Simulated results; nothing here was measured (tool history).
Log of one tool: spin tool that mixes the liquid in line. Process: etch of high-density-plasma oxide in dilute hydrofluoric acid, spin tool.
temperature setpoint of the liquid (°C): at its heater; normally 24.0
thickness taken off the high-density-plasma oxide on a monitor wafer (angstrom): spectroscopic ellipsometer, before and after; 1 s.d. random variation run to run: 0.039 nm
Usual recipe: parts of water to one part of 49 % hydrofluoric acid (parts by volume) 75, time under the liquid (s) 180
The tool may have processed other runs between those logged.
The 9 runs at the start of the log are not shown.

run,day,temperature setpoint of the liquid (°C),parts of water to one part of 49 % hydrofluoric acid (parts by volume),time under the liquid (s),wafers since the last listed run,hours since the thermometer was replaced,hours since the hydrofluoric acid flow meter was replaced,hours since the gauge calibration,"read-back film thickness of the high-density-plasma oxide reference wafer, read on the same gauge (nm)",thickness taken off the high-density-plasma oxide on a monitor wafer (angstrom)
10,19.650,24.0,55,180,283,1752.0,396.4,2720.0,60.02,179.0
11,21.146,21.0,40,95,307,1787.9,432.3,2755.9,59.99,117.1
12,23.450,24.0,75,100,473,1843.2,487.6,2811.2,60.00,71.1
# day 24.438: gauge calibrated
13,25.733,19.5,90,105,469,1898.0,542.4,31.1,59.98,50.8
14,28.075,24.0,75,180,481,1954.2,598.6,87.3,59.98,127.2
15,30.450,24.0,75,100,488,2011.2,655.6,144.3,59.99,71.1
# day 31.604: thermometer replaced
16,32.633,28.0,75,90,440,24.7,708.0,196.7,60.00,74.9
17,35.379,24.0,75,180,564,90.6,773.9,262.6,59.98,127.6
18,36.875,24.0,75,180,307,126.5,809.8,298.5,60.02,127.0

What does the tool deliver on the next run?
19,39.825,28.0,45,215,606,197.3,880.6,369.3,?,?

{"run 19": {"read-back film thickness of the high-density-plasma oxide reference wafer, read on the same gauge (nm)": 60.0, "thickness taken off the high-density-plasma oxide on a monitor wafer (angstrom)": 310.2}}
Take away the tool's hidden state, keep the run-to-run variation as it was, and the same run would have given thickness taken off the high-density-plasma oxide on a monitor wafer (angstrom) 310.2.
